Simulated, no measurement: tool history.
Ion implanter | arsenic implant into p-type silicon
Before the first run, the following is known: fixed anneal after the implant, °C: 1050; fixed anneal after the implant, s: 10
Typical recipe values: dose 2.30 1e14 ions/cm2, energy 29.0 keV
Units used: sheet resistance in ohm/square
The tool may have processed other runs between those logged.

run   hour  dose  energy  wafers since the last listed run  hours since the last dose calibration  hours since the extraction supply was calibrated  hours since the gauge calibration  read-back reference wafer on the same gauge, sheet resistance  sheet resistance
  1    0.0  2.61    29.0                                 0                                  930.5                                            1775.8                               34.3                                                         299.85            261.77
  2   42.3  2.61    29.0                               452                                  972.8                                            1818.1                               76.6                                                         300.76            263.13
  3   78.9  2.61    29.0                               391                                 1009.4                                            1854.7                              113.2                                                         301.78            263.07
  4  111.9  2.15    25.0                               353                                 1042.4                                            1887.7                              146.2                                                         302.41            311.12
  5  170.2  2.15    25.0                               624                                 1100.7                                            1946.0                              204.5                                                         303.04            313.08
  6  201.7  2.30    29.0                               337                                 1132.2                                            1977.5                              236.0                                                         303.62            291.87
  7  231.5  2.30    29.0                               319                                 1162.0                                            2007.3                              265.8                                                         303.66            290.73
  8  268.2  2.30    29.0                               392                                 1198.7                                            2044.0                              302.5                                                         303.76            290.95
  9  308.8  2.30    29.0                               434                                 1239.3                                            2084.6                              343.1                                                         304.45            292.88
 10  348.5  1.91    33.5                               425                                 1279.0                                            2124.3                              382.8                                                         304.22            327.16
 11  399.7  2.08    26.5                               548                                 1330.2                                            2175.5                              434.0                                                         304.68            319.58
     432.9  -- Faraday cup replaced and dose calibrated
 12  449.1  2.90    25.0                               443                                   16.2                                            2224.9                              483.4                                                         304.68            251.30
     452.5  -- gauge calibrated
 13  501.9  1.80    25.5                               565                                   69.0                                            2277.7                               49.4                                                         301.86            353.78
 14  553.7  2.65    29.0                               554                                  120.8                                            2329.5                              101.2                                                         302.32            261.41
 15  577.7  2.30    32.5                               256                                  144.8                                            2353.5                              125.2                                                         302.93            286.77
 16  626.5  2.61    29.0                               522                                  193.6                                            2402.3                              174.0                                                         304.31            265.30
     669.6  -- extraction supply calibrated
 17  677.7  2.51    29.0                               462                                  244.8                                               8.1                              225.2                                                         304.81            273.83
 18  734.3  2.68    33.0                               606                                  301.4                                              64.7                              281.8                                                         304.84            257.56
 19  760.4  2.51    19.0                               279                                  327.5                                              90.8                              307.9                                                         305.18            290.74
 20  811.0  2.30    29.0                               541                                  378.1                                             141.4                              358.5                                                         305.53            293.06
 21  854.1  2.30    29.0                               461                                  421.2                                             184.5                              401.6                                                         306.10            293.78

5 ways to go on from here, each from the tool as it stands after run 21. What would each give?
  A  854.5  2.30    29.0                                 4                                  421.6                                             184.9                              402.0                                                              ?                 ?
  B  854.5  2.30    22.0                                 4                                  421.6                                             184.9                              402.0                                                              ?                 ?
  C  854.5  1.62    32.5                                 4                                  421.6                                             184.9                              402.0                                                              ?                 ?
  D  854.5  2.57    35.0                                 4                                  421.6                                             184.9                              402.0                                                              ?                 ?
  E  854.5  1.71    35.5                                 4                                  421.6                                             184.9                              402.0                                                              ?                 ?

run  read-back reference wafer on the same gauge, sheet resistance  sheet resistance
  A                                                         306.08            293.14
  B                                                         306.08            304.62
  C                                                         306.08            372.05
  D                                                         306.08            262.66
  E                                                         306.08            352.85
Take away the tool's hidden state, keep each run's random variation, and the runs would have read:
run  sheet resistance
  A            286.61
  B            297.84
  C            363.76
  D            256.82
  E            345.00
